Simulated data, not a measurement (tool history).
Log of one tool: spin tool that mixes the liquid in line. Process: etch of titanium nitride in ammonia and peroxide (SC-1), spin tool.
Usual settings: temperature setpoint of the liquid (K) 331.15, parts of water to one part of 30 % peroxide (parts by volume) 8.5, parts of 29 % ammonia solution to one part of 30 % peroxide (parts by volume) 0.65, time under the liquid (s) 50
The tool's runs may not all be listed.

run,day,temperature setpoint of the liquid (K),parts of water to one part of 30 % peroxide (parts by volume),parts of 29 % ammonia solution to one part of 30 % peroxide (parts by volume),time under the liquid (s),wafers since the last listed run,hours since the thermometer was replaced,hours since the ammonia flow meter was replaced,hours since the heated supply line was repaired,hours since the drum of ammonia solution was connected,hours since the gauge calibration,"read-back film thickness of the titanium nitride reference wafer, read on the same gauge (nm)",thickness taken off the titanium nitride on a monitor wafer (Å)
1,0,331.15,8.5,0.65,50,0,2615.8,1908.5,2806.2,11.9,641.4,120,41.4
# day 0.062: ammonia flow meter replaced
2,1.129,331.15,8.5,0.65,50,253,2642.9,25.6,2833.3,39,668.5,120,40.2
3,2.088,331.15,8.5,0.65,50,223,2665.9,48.6,2856.3,62,691.5,119.99,40.5
4,2.754,331.15,8.5,0.85,35,155,2681.9,64.6,2872.3,78,707.5,120.01,29.7
5,3.683,331.15,8.5,0.85,35,216,2704.2,86.9,2894.6,100.3,729.8,119.98,29.6
6,4.512,331.15,8.5,0.65,50,193,2724.1,106.8,2914.5,120.2,749.7,120.01,40.1
7,5.567,331.15,8.5,0.65,50,245,2749.4,132.1,2939.8,145.5,775,119.99,40.1
# day 5.867: heated supply line repaired
8,6.146,324.65,6.5,0.8,20,125,2763.3,146,6.7,159.4,788.9,120.02,16.5
9,7.238,323.65,5,0.55,50,254,2789.5,172.2,32.9,185.6,815.1,120.03,40.7
10,7.975,331.15,8.5,0.65,50,171,2807.2,189.9,50.6,203.3,832.8,120,53.8
11,8.804,331.15,8.5,0.9,50,193,2827.1,209.8,70.5,223.2,852.7,119.99,56.3
12,9.629,331.15,8.5,0.65,50,192,2846.9,229.6,90.3,243,872.5,119.98,53.5
# day 10.175: thermometer replaced
13,10.321,334.65,8.5,0.5,50,151,3.5,246.2,106.9,259.6,889.1,119.99,65.2
# day 10.458: gauge calibrated
# day 10.662: new drum of ammonia solution connected
14,11.75,331.15,8.5,0.65,50,323,37.8,280.5,141.2,26.1,31,120.01,53.4
15,12.438,331.15,8.5,0.65,25,160,54.3,297,157.7,42.6,47.5,120,26.4
16,13.067,331.15,10.5,0.65,50,146,69.4,312.1,172.8,57.7,62.6,119.99,48
17,15.492,338.15,8.5,0.5,50,564,127.6,370.3,231,115.9,120.8,120.01,78.6
18,16.533,331.15,8.5,0.65,65,242,152.6,395.3,256,140.9,145.8,120.01,68.1
19,18.004,340.65,12.5,0.4,75,342,187.9,430.6,291.3,176.2,181.1,120,110.5
20,19.312,335.15,6.5,0.45,50,304,219.3,462,322.7,207.6,212.5,119.99,72.1
21,20.438,324.65,8.5,0.75,25,261,246.3,489,349.7,234.6,239.5,120,17.1
# day 20.942: new drum of ammonia solution connected
22,21.042,339.15,6,0.55,40,130,260.8,503.5,364.2,2.4,254,120.01,80.1
23,21.933,331.15,11,0.65,50,207,282.2,524.9,385.6,23.8,275.4,120.02,44.9
24,22.842,331.15,8.5,0.65,40,211,304,546.7,407.4,45.6,297.2,120.01,41.4
25,23.788,325.15,8.5,0.55,50,220,326.7,569.4,430.1,68.3,319.9,120,33.5

Forecast each of these 3 alternatives for the next run:
A,23.804,340.15,8.5,0.65,50,3,327.1,569.8,430.5,68.7,320.3,?,?
B,23.804,331.15,11,0.65,35,3,327.1,569.8,430.5,68.7,320.3,?,?
C,23.804,331.15,5,0.65,50,3,327.1,569.8,430.5,68.7,320.3,?,?

run,"read-back film thickness of the titanium nitride reference wafer, read on the same gauge (nm)",thickness taken off the titanium nitride on a monitor wafer (Å)
A,120,93.2
B,120,31.8
C,120,66.9
Without the tool's hidden state the same runs would have given:
run,thickness taken off the titanium nitride on a monitor wafer (Å)
A,100.1
B,34.3
C,72.1

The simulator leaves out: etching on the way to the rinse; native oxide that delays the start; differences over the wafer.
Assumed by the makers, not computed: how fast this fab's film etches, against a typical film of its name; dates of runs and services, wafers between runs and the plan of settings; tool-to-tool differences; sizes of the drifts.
